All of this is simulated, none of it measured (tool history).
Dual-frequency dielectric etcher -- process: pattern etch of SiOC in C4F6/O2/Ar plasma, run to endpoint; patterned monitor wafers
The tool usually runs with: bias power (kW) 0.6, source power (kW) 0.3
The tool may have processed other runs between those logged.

run,hour,bias power (kW),source power (kW),"incoming incoming film thickness, nm",endpoint time (s)
1,0,0.6,0.3,31.41,11.4
2,17.8,0.6,0.32,31.55,11.3
3,26.4,0.6,0.3,31.19,11.3
4,35.1,0.6,0.3,31.09,11.4
5,47.3,0.556,0.26,31.33,12.3
6,60.7,0.6,0.28,31.2,11.6
7,77.9,0.6,0.28,31.18,11.5
8,93.5,0.6,0.28,31.18,11.5
9,109.1,0.6,0.3,31.4,11.4
10,116.1,0.6,0.3,31.01,11.2
11,132.4,0.6,0.3,31.58,11.4
12,149.4,0.502,0.3,31.42,12.5
13,161.9,0.502,0.3,31.23,12.4
# hour 183.6: source power generator calibrated
# hour 200.6: bias power generator calibrated
14,209,0.704,0.3,31.36,10.4
15,226.2,0.47,0.34,31,12.3
# hour 254.9: wet clean of the chamber
16,269,0.645,0.23,31.47,11.9
# hour 304.7: upper electrode replaced, of another model than before
17,305.2,0.456,0.23,31.08,15.6
18,305.5,0.6,0.3,31.22,11.4
19,310.3,0.652,0.38,31.13,10.2
20,318.3,0.732,0.33,31.49,9.7
21,329,0.743,0.32,31.34,9.6
22,342.4,0.6,0.3,31.43,11.5
23,349.7,0.511,0.35,31.66,13
24,360,0.527,0.33,31.02,12.5
25,371.9,0.553,0.24,31.16,12.7
26,384.4,0.6,0.3,31.17,11.4
27,390.6,0.739,0.3,31.59,9.8
28,444.5,0.534,0.38,31.34,12

5 options for the next run, each taken on its own from the tool as it stands now. Forecast them:
A,444.9,0.6,0.3,31.32,?
B,444.9,0.7,0.35,31.32,?
C,444.9,0.718,0.3,31.32,?
D,444.9,0.6,0.37,31.32,?
E,444.9,0.522,0.34,31.32,?

run,endpoint time (s)
A,11.3
B,9.8
C,9.9
D,10.9
E,12.5
The same runs, with their run-to-run variation unchanged, on a tool lacking any hidden condition would have given:
run,endpoint time (s)
A,11.5
B,9.9
C,10
D,11.1
E,12.7
